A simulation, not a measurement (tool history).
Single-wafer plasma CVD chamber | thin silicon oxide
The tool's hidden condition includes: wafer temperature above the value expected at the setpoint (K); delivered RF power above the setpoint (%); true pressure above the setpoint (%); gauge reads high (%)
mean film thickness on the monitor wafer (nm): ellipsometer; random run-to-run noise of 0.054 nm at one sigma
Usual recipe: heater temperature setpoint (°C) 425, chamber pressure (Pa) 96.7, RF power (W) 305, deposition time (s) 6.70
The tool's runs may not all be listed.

run	hour	heater temperature setpoint (°C)	chamber pressure (Pa)	RF power (W)	deposition time (s)	wafers since the last listed run	hours since the last thermocouple change	hours since the last RF generator calibration	hours since the last manometer calibration	hours since the showerhead was replaced	hours since the gauge calibration	read-back reference wafer on the same gauge, thickness_nm	mean film thickness on the monitor wafer (nm)
1	0.0	425	96.7	305	6.70	0	1318.4	433.3	1222.1	3782.2	2344.3	11.716	10.794
2	44.5	425	96.7	325	6.70	1514	1362.9	477.8	1266.6	3826.7	2388.8	11.702	11.227
# hour 69.6: thermocouple changed; heater temperature recalibrated
3	113.4	425	96.7	325	6.70	2073	43.8	546.7	1335.5	3895.6	2457.7	11.713	11.125
# hour 185.6: showerhead replaced
4	186.1	414	96.7	305	6.70	2202	116.5	619.4	1408.2	0.5	2530.4	11.692	10.778
5	214.3	414	96.7	305	6.70	959	144.7	647.6	1436.4	28.7	2558.6	11.680	10.799
# hour 214.3: gauge calibrated
6	239.3	415	112.0	305	6.70	850	169.7	672.6	1461.4	53.7	25.0	11.729	12.333
7	301.7	425	76.5	305	6.70	2124	232.1	735.0	1523.8	116.1	87.4	11.722	8.357
8	372.7	425	96.7	305	6.70	2416	303.1	806.0	1594.8	187.1	158.4	11.711	10.563
9	424.5	425	96.7	260	6.70	1763	354.9	857.8	1646.6	238.9	210.2	11.702	9.354
10	486.2	411	96.7	280	6.70	2100	416.6	919.5	1708.3	300.6	271.9	11.666	9.911
11	553.4	415	96.7	305	5.38	2287	483.8	986.7	1775.5	367.8	339.1	11.717	8.339
# hour 561.7: RF generator calibrated
12	611.7	425	96.7	305	6.70	1712	542.1	50.0	1833.8	426.1	397.4	11.693	10.944
13	661.8	425	96.7	305	6.70	1705	592.2	100.1	1883.9	476.2	447.5	11.719	10.999
14	705.9	425	85.5	305	7.70	1501	636.3	144.2	1928.0	520.3	491.6	11.697	11.094
15	735.4	425	96.7	290	5.95	1004	665.8	173.7	1957.5	549.8	521.1	11.715	9.467
16	800.4	425	74.0	305	7.24	2212	730.8	238.7	2022.5	614.8	586.1	11.688	8.910
17	870.8	430	114.1	250	6.70	2396	801.2	309.1	2092.9	685.2	656.5	11.675	11.046
18	895.0	425	96.7	305	6.70	823	825.4	333.3	2117.1	709.4	680.7	11.697	10.899
# hour 943.1: capacitance manometer re-zeroed and calibrated
19	948.7	425	96.7	305	6.70	1555	879.1	387.0	5.6	763.1	734.4	11.667	10.891
20	1059.8	425	96.7	280	7.35	3781	990.2	498.1	116.7	874.2	845.5	11.706	11.222
21	1109.2	413	120.4	345	6.16	1681	1039.6	547.5	166.1	923.6	894.9	11.708	13.136
22	1160.9	425	77.7	305	6.70	1759	1091.3	599.2	217.8	975.3	946.6	11.685	8.662
23	1293.2	425	105.9	305	6.70	4503	1223.6	731.5	350.1	1107.6	1078.9	11.696	11.626
24	1317.5	435	96.7	305	6.70	827	1247.9	755.8	374.4	1131.9	1103.2	11.701	10.589
25	1367.8	420	96.7	305	6.70	1712	1298.2	806.1	424.7	1182.2	1153.5	11.676	10.671
# hour 1384.0: thermocouple changed; heater temperature recalibrated
26	1404.2	425	96.7	305	6.70	966	20.2	842.5	461.1	1218.6	1189.9	11.713	10.591
27	1464.9	425	96.7	305	6.70	2066	80.9	903.2	521.8	1279.3	1250.6	11.694	10.500

Each row is a separate what-if for the run after 27, all from the same tool condition, not one after another. Results?
A	1465.3	425	109.6	305	6.70	13	81.3	903.6	522.2	1279.7	1251.0	?	?
B	1465.3	417	96.7	305	5.64	13	81.3	903.6	522.2	1279.7	1251.0	?	?
C	1465.3	425	88.3	330	7.07	13	81.3	903.6	522.2	1279.7	1251.0	?	?
D	1465.3	425	119.9	305	7.55	13	81.3	903.6	522.2	1279.7	1251.0	?	?
E	1465.3	439	114.7	275	7.71	13	81.3	903.6	522.2	1279.7	1251.0	?	?

run	read-back reference wafer on the same gauge, thickness_nm	mean film thickness on the monitor wafer (nm)
A	11.688	11.872
B	11.688	8.923
C	11.688	10.663
D	11.688	14.409
E	11.688	13.047
Had the tool no hidden state, the same runs would have come out as:
run	mean film thickness on the monitor wafer (nm)
A	12.418
B	9.333
C	11.125
D	15.072
E	13.706
